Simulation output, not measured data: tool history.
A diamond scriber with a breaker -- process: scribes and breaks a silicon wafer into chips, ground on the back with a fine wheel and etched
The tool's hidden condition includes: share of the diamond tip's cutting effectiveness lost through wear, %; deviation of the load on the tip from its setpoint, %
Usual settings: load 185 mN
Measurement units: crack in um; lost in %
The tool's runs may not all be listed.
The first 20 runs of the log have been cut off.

run	day	load	wafers since the last listed run	hours since the diamond tip was replaced	hours since the load on the tip was calibrated	incoming depth of the damage left on the back of the incoming wafer, um	crack	lost
21	61.479	139	131	414.6	128.6	0.47	7.73	10.50
22	64.650	225	217	490.7	204.7	0.64	11.40	0.94
23	66.367	213	118	531.9	245.9	0.60	10.33	0.89
24	70.479	152	282	630.6	344.6	0.49	7.37	13.73
# day 71.358: diamond tip replaced by a new one
25	74.154	151	246	67.1	432.8	0.39	9.19	3.14
26	76.146	228	136	114.9	480.6	0.50	12.98	2.77
27	78.312	185	148	166.9	532.6	0.48	10.72	0.86
28	86.100	161	535	353.8	719.5	0.36	8.94	3.54
29	88.150	185	140	403.0	768.7	0.70	10.03	1.36
30	89.967	230	124	446.6	812.3	0.46	11.84	1.18
31	94.017	170	278	543.8	909.5	0.31	8.71	4.37
32	95.558	138	105	580.8	946.5	0.36	7.36	14.26
# day 98.342: diamond tip replaced by a new one
33	99.067	185	235	17.4	1030.7	0.61	10.84	0.77
34	102.629	185	244	102.9	1116.2	0.69	10.75	0.89
35	105.558	169	201	173.2	1186.5	0.41	9.98	1.64

Consider 4 possible next runs. They are alternatives, not a sequence: every one starts from the tool as it was left by run 35. What does each give?
A	105.583	236	1	173.8	1187.1	0.65	?	?
B	105.583	158	1	173.8	1187.1	0.65	?	?
C	105.583	154	1	173.8	1187.1	0.65	?	?
D	105.583	171	1	173.8	1187.1	0.65	?	?

run	crack	lost
A	13.23	3.95
B	9.68	3.09
C	9.48	3.76
D	10.31	1.60
What these runs would have given with no unlogged condition in the tool:
run	crack	lost
A	13.46	4.60
B	9.85	2.60
C	9.65	3.19
D	10.50	1.34
